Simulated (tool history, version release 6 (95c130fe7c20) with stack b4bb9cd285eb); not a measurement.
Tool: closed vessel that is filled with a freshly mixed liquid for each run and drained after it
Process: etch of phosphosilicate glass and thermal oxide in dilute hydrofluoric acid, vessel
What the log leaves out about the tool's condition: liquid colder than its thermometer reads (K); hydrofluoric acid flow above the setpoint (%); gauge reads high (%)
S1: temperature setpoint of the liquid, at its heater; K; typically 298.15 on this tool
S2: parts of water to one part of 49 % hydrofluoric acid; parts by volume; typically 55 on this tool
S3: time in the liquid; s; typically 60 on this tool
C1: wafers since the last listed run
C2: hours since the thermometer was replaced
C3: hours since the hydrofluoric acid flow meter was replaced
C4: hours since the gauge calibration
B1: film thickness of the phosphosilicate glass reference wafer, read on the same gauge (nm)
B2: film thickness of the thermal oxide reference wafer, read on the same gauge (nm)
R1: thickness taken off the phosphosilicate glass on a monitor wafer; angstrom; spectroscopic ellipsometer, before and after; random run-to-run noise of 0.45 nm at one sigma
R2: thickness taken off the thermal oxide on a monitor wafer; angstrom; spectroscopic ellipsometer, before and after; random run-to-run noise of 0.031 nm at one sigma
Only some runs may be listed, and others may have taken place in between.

run   hour      S1  S2  S3     C1      C2      C3      C4      B1      B2      R1    R2
  1    0.0  302.15  55  60      0   512.8  1596.2  1483.8  120.02  129.99   950.1  70.7
  2   51.2  298.15  55  65   4022   564.0  1647.4  1535.0  120.01  129.98   884.0  66.1
  3   79.2  298.15  55  65   2199   592.0  1675.4  1563.0  119.99  129.99   872.1  66.1
  4  148.7  298.15  55  65   5459   661.5  1744.9  1632.5  119.96  130.02   878.7  66.0
  5  216.3  298.15  55  40   5310   729.1  1812.5  1700.1  119.99  130.02   538.7  41.1
  6  264.7  298.15  55  40   3802   777.5  1860.9  1748.5  119.97  130.03   537.0  40.8
  7  311.3  298.15  55  40   3660   824.1  1907.5  1795.1  119.97  130.01   544.1  41.1
  8  335.9  300.65  55  60   1932   848.7  1932.1  1819.7  119.98  129.98   905.3  68.7
     388.4  -- gauge calibrated
  9  398.9  298.15  55  60   4949   911.7  1995.1    10.5  119.99  129.97   814.6  61.1
 10  570.5  298.15  55  60  13481  1083.3  2166.7   182.1  120.01  130.01   822.8  61.8
 11  629.0  303.15  55  60   4595  1141.8  2225.2   240.6  120.00  129.95   996.7  76.2
 12  673.1  300.65  55  80   3464  1185.9  2269.3   284.7  120.05  130.03  1214.2  91.5
 13  730.7  300.65  45  45   4525  1243.5  2326.9   342.3  119.98  129.99   851.0  63.7
     744.4  -- hydrofluoric acid flow meter replaced
 14  767.6  294.65  65  40   2820  1280.4    23.2   379.2  120.00  130.03   418.8  31.8
 15  834.1  302.65  55  60   5224  1346.9    89.7   445.7  120.01  129.99  1031.7  79.2
 16  878.1  298.15  55  60   3456  1390.9   133.7   489.7  120.01  129.99   869.4  65.8
 17  919.8  301.65  80  60   3275  1432.6   175.4   531.4  119.99  130.00   665.0  50.6
 18  959.4  298.15  55  60   3111  1472.2   215.0   571.0  120.02  130.00   874.8  65.9

What will run 19 give?
      978.9  -- thermometer replaced
 19  1012.4  298.15  55  60  4085  33.5  268.0  624.0   ?   ?   ?   ?

{"run 19": {"B1": 119.99, "B2": 130.0, "R1": 873.4, "R2": 65.6}}
Without the tool's hidden state the same run would have given R1 769.0 angstrom, R2 57.7 angstrom.
